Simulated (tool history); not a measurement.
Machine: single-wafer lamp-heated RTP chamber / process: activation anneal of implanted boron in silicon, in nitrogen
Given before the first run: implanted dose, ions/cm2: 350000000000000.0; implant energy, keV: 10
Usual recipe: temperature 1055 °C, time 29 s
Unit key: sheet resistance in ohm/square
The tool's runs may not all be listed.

run    hour  temperature  time  wafers since the last listed run  wafers since the last pyrometer calibration  wafers since the reflector plate was cleaned  hours since the gauge calibration  read-back reference wafer on the same gauge, sheet resistance  sheet resistance
  1     0.0         1055    29                                 0                                         1710                                          5802                               86.8                                                         278.85            285.71
  2    62.0         1055    29                               661                                         2371                                          6463                              148.8                                                         279.02            286.87
  3   127.6         1039    17                               699                                         3070                                          7163                              214.4                                                         279.01            288.77
      164.4  -- pyrometer window cleaned and pyrometer calibrated
  4   298.3         1039    17                              1734                                         1427                                          8897                              385.1                                                         279.15            289.36
  5   338.3         1055    29                               426                                         1854                                          9324                              425.1                                                         279.05            286.32
  6   419.3         1055    29                               863                                         2717                                         10187                              506.1                                                         279.09            286.55
  7   462.9         1055    29                               464                                         3182                                         10652                              549.7                                                         279.06            285.31
      472.7  -- pyrometer window cleaned and pyrometer calibrated
  8   540.8         1055    29                               745                                          726                                         11397                              627.6                                                         278.96            285.98
  9   586.3         1055    16                               485                                         1211                                         11883                              673.1                                                         279.16            288.87
      612.5  -- reflector plate cleaned
 10   628.8         1055    16                               367                                         1579                                           174                              715.6                                                         279.04            288.54
 11   703.4         1047    29                               795                                         2374                                           969                              790.2                                                         279.09            286.11
      760.2  -- pyrometer window cleaned and pyrometer calibrated
 12   760.7         1072    34                               525                                            4                                          1495                              847.5                                                         279.02            283.57
 13   821.8         1064    14                               651                                          656                                          2146                              908.6                                                         279.05            288.98
 14   869.6         1055    29                               509                                         1165                                          2656                              956.4                                                         278.88            286.38
      904.4  -- gauge calibrated
 15   959.6         1055    14                               959                                         2125                                          3615                               55.2                                                         278.81            289.07
     1107.0  -- pyrometer window cleaned and pyrometer calibrated
 16  1108.9         1055    29                              1506                                           20                                          5122                              204.5                                                         278.97            285.84
 17  1200.7         1078    44                               978                                          999                                          6100                              296.3                                                         279.08            280.81
 18  1307.0         1037    40                              1133                                         2132                                          7234                              402.6                                                         278.98            285.58
 19  1356.5         1055    29                               527                                         2660                                          7761                              452.1                                                         279.16            286.31
     1461.4  -- pyrometer window cleaned and pyrometer calibrated
 20  1461.9         1035    21                              1038                                            5                                          8800                              557.5                                                         278.98            288.53
 21  1553.4         1075    14                               975                                          980                                          9775                              649.0                                                         278.93            288.69

Predict the results of run 22:
 22  1610.4         1055    29                               607                                         1588                                         10383                              706.0                                                              ?                 ?

Run 22 produced read-back reference wafer on the same gauge, sheet resistance 279.14, sheet resistance 286.35 ohm/square.
With no hidden state in the tool, this same run would have given sheet resistance 286.35 ohm/square.
